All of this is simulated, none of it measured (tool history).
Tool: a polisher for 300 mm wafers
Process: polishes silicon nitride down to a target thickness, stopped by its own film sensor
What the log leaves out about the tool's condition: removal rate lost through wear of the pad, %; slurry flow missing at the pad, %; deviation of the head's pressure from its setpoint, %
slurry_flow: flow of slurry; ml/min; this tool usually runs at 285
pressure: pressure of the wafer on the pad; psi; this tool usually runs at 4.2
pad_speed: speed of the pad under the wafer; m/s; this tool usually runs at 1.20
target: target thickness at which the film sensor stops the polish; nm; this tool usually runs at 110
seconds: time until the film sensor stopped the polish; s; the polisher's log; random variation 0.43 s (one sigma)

| run | hour | slurry_flow | pressure | pad_speed | target | wafers since the last listed run | wafers polished on this pad | hours since the slurry nozzle was cleaned | hours since the head pressure was calibrated | incoming thickness of the incoming film, nm | seconds |
|---|---|---|---|---|---|---|---|---|---|---|---|
| 1 | 0.0 | 285 | 4.2 | 1.20 | 110 | 0 | 59 | 632.5 | 679.7 | 224.9 | 47.7 |
| 2 | 25.2 | 285 | 4.2 | 1.20 | 110 | 221 | 281 | 657.7 | 704.9 | 220.8 | 47.1 |
| 3 | 46.5 | 285 | 4.2 | 1.20 | 110 | 187 | 468 | 679.0 | 726.2 | 217.7 | 47.0 |
| 4 | 72.2 | 285 | 4.2 | 1.20 | 110 | 225 | 693 | 704.7 | 751.9 | 220.9 | 48.6 |
| 5 | 85.7 | 285 | 4.2 | 1.42 | 110 | 118 | 812 | 718.2 | 765.4 | 219.6 | 44.1 |
| 6 | 112.9 | 285 | 4.2 | 1.42 | 110 | 238 | 1051 | 745.4 | 792.6 | 216.0 | 42.9 |
|  | 131.1 | worn pad replaced by a new one |
| 7 | 146.8 | 285 | 4.2 | 1.42 | 110 | 262 | 137 | 779.3 | 826.5 | 217.5 | 41.2 |
| 8 | 161.4 | 285 | 4.2 | 1.20 | 110 | 128 | 266 | 793.9 | 841.1 | 220.5 | 47.9 |
| 9 | 193.8 | 285 | 4.2 | 1.20 | 110 | 284 | 550 | 826.3 | 873.5 | 217.7 | 47.9 |
|  | 206.0 | head pressure recalibrated |
| 10 | 224.3 | 245 | 4.2 | 1.20 | 110 | 250 | 800 | 856.8 | 18.3 | 216.1 | 44.5 |
|  | 232.9 | slurry nozzle cleaned |
| 11 | 273.5 | 285 | 4.2 | 1.20 | 136 | 423 | 1224 | 40.6 | 67.5 | 220.4 | 35.4 |
|  | 278.0 | worn pad replaced by a new one |
| 12 | 303.1 | 325 | 5.2 | 1.08 | 110 | 224 | 220 | 70.2 | 97.1 | 221.0 | 39.2 |
| 13 | 324.3 | 285 | 4.2 | 1.20 | 110 | 186 | 406 | 91.4 | 118.3 | 222.1 | 46.7 |
| 14 | 337.6 | 285 | 5.3 | 1.20 | 89 | 116 | 523 | 104.7 | 131.6 | 217.1 | 43.8 |
| 15 | 372.3 | 350 | 3.1 | 1.40 | 85 | 304 | 828 | 139.4 | 166.3 | 222.6 | 68.0 |
| 16 | 405.9 | 285 | 4.2 | 1.20 | 110 | 295 | 1123 | 173.0 | 199.9 | 221.1 | 47.7 |
|  | 423.3 | worn pad replaced by a new one |
| 17 | 423.8 | 285 | 4.2 | 1.32 | 77 | 122 | 4 | 190.9 | 217.8 | 217.7 | 52.3 |
| 18 | 444.2 | 190 | 3.1 | 0.94 | 129 | 179 | 183 | 211.3 | 238.2 | 221.4 | 58.0 |
| 19 | 460.8 | 285 | 4.2 | 1.20 | 110 | 145 | 329 | 227.9 | 254.8 | 219.2 | 45.4 |

Subtracting, for every run, the result it would have given without the tool's unlogged condition from the measured result gives the following. The same run-to-run variation enters both numbers; the gauge's scatter may not:
| run | seconds |
|---|---|
| 1 | +4.4 |
| 2 | +5.6 |
| 3 | +6.3 |
| 4 | +7.2 |
| 5 | +6.7 |
| 6 | +6.8 |
| 7 | +4.4 |
| 8 | +5.8 |
| 9 | +6.8 |
| 10 | +3.8 |
| 11 | +3.5 |
| 12 | +2.4 |
| 13 | +3.6 |
| 14 | +3.8 |
| 15 | +6.9 |
| 16 | +5.2 |
| 17 | +2.3 |
| 18 | +4.2 |
| 19 | +4.0 |
